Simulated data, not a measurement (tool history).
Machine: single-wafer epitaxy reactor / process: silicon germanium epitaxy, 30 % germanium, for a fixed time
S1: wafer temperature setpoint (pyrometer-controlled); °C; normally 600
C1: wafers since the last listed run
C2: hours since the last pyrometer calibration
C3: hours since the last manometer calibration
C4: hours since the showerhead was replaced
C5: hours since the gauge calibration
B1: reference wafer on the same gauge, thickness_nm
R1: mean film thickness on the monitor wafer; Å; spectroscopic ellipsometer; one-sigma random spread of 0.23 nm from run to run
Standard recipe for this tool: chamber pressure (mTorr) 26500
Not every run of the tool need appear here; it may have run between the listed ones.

{"run": 1, "hour": 0.0, "S1": 600, "chamber pressure (mTorr)": 26500, "C1": 0, "C2": 798.7, "C3": 871.8, "C4": 6767.2, "C5": 812, "B1": 72.515, "R1": 639.45}
{"run": 2, "hour": 141.4, "S1": 611, "chamber pressure (mTorr)": 26500, "C1": 3344, "C2": 940.1, "C3": 1013.2, "C4": 6908.6, "C5": 953.4, "B1": 72.458, "R1": 765.02}
{"run": 3, "hour": 236.4, "S1": 611, "chamber pressure (mTorr)": 26500, "C1": 2247, "C2": 1035.1, "C3": 1108.2, "C4": 7003.6, "C5": 1048.4, "B1": 72.565, "R1": 770.25}
{"run": 4, "hour": 333.3, "S1": 611, "chamber pressure (mTorr)": 26500, "C1": 2292, "C2": 1132, "C3": 1205.1, "C4": 7100.5, "C5": 1145.3, "B1": 72.501, "R1": 765.98}
{"run": 5, "hour": 393.4, "S1": 600, "chamber pressure (mTorr)": 31500, "C1": 1421, "C2": 1192.1, "C3": 1265.2, "C4": 7160.6, "C5": 1205.4, "B1": 72.425, "R1": 690.37}
{"hour": 445.8, "done": "pyrometer calibrated"}
{"run": 6, "hour": 463.7, "S1": 600, "chamber pressure (mTorr)": 31500, "C1": 1473, "C2": 17.9, "C3": 1335.5, "C4": 7230.9, "C5": 1275.7, "B1": 72.51, "R1": 654.98}
{"run": 7, "hour": 506.0, "S1": 600, "chamber pressure (mTorr)": 31500, "C1": 1000, "C2": 60.2, "C3": 1377.8, "C4": 7273.2, "C5": 1318, "B1": 72.432, "R1": 660.57}
{"hour": 524.0, "done": "gauge calibrated"}
{"run": 8, "hour": 581.9, "S1": 594, "chamber pressure (mTorr)": 32700, "C1": 1795, "C2": 136.1, "C3": 1453.7, "C4": 7349.1, "C5": 57.9, "B1": 72.47, "R1": 610.03}
{"hour": 607.3, "done": "showerhead replaced"}
{"run": 9, "hour": 898.9, "S1": 606, "chamber pressure (mTorr)": 26500, "C1": 7309, "C2": 453.1, "C3": 1770.7, "C4": 291.6, "C5": 374.9, "B1": 72.381, "R1": 703.84}
{"run": 10, "hour": 1031.6, "S1": 593, "chamber pressure (mTorr)": 29800, "C1": 3139, "C2": 585.8, "C3": 1903.4, "C4": 424.3, "C5": 507.6, "B1": 72.49, "R1": 597.67}
{"hour": 1078.6, "done": "capacitance manometer re-zeroed and calibrated"}
{"run": 11, "hour": 1129.2, "S1": 600, "chamber pressure (mTorr)": 26500, "C1": 2119, "C2": 683.4, "C3": 50.6, "C4": 521.9, "C5": 605.2, "B1": 72.65, "R1": 637.61}
{"run": 12, "hour": 1225.3, "S1": 588, "chamber pressure (mTorr)": 21900, "C1": 2273, "C2": 779.5, "C3": 146.7, "C4": 618, "C5": 701.3, "B1": 72.55, "R1": 493.84}
{"run": 13, "hour": 1331.3, "S1": 600, "chamber pressure (mTorr)": 26500, "C1": 2507, "C2": 885.5, "C3": 252.7, "C4": 724, "C5": 807.3, "B1": 72.427, "R1": 643.63}
{"run": 14, "hour": 1436.9, "S1": 587, "chamber pressure (mTorr)": 29700, "C1": 2498, "C2": 991.1, "C3": 358.3, "C4": 829.6, "C5": 912.9, "B1": 72.378, "R1": 543.08}

5 ways to go on from here, each from the tool as it stands after run 14. What would each give?
{"run": "A", "hour": 1437.3, "S1": 600, "chamber pressure (mTorr)": 26500, "C1": 9, "C2": 991.5, "C3": 358.7, "C4": 830, "C5": 913.3, "B1": "?", "R1": "?"}
{"run": "B", "hour": 1437.3, "S1": 615, "chamber pressure (mTorr)": 31400, "C1": 9, "C2": 991.5, "C3": 358.7, "C4": 830, "C5": 913.3, "B1": "?", "R1": "?"}
{"run": "C", "hour": 1437.3, "S1": 604, "chamber pressure (mTorr)": 30000, "C1": 9, "C2": 991.5, "C3": 358.7, "C4": 830, "C5": 913.3, "B1": "?", "R1": "?"}
{"run": "D", "hour": 1437.3, "S1": 612, "chamber pressure (mTorr)": 20700, "C1": 9, "C2": 991.5, "C3": 358.7, "C4": 830, "C5": 913.3, "B1": "?", "R1": "?"}
{"run": "E", "hour": 1437.3, "S1": 593, "chamber pressure (mTorr)": 31600, "C1": 9, "C2": 991.5, "C3": 358.7, "C4": 830, "C5": 913.3, "B1": "?", "R1": "?"}

run=A B1=72.615 R1=646.03
run=B B1=72.615 R1=869.55
run=C B1=72.615 R1=719.8
run=D B1=72.615 R1=716.04
run=E B1=72.615 R1=614.86
With the hidden condition removed and each run's random variation left untouched, the same runs would have given:
run=A R1=617.75
run=B R1=832.57
run=C R1=688.53
run=D R1=685.42
run=E R1=587.56
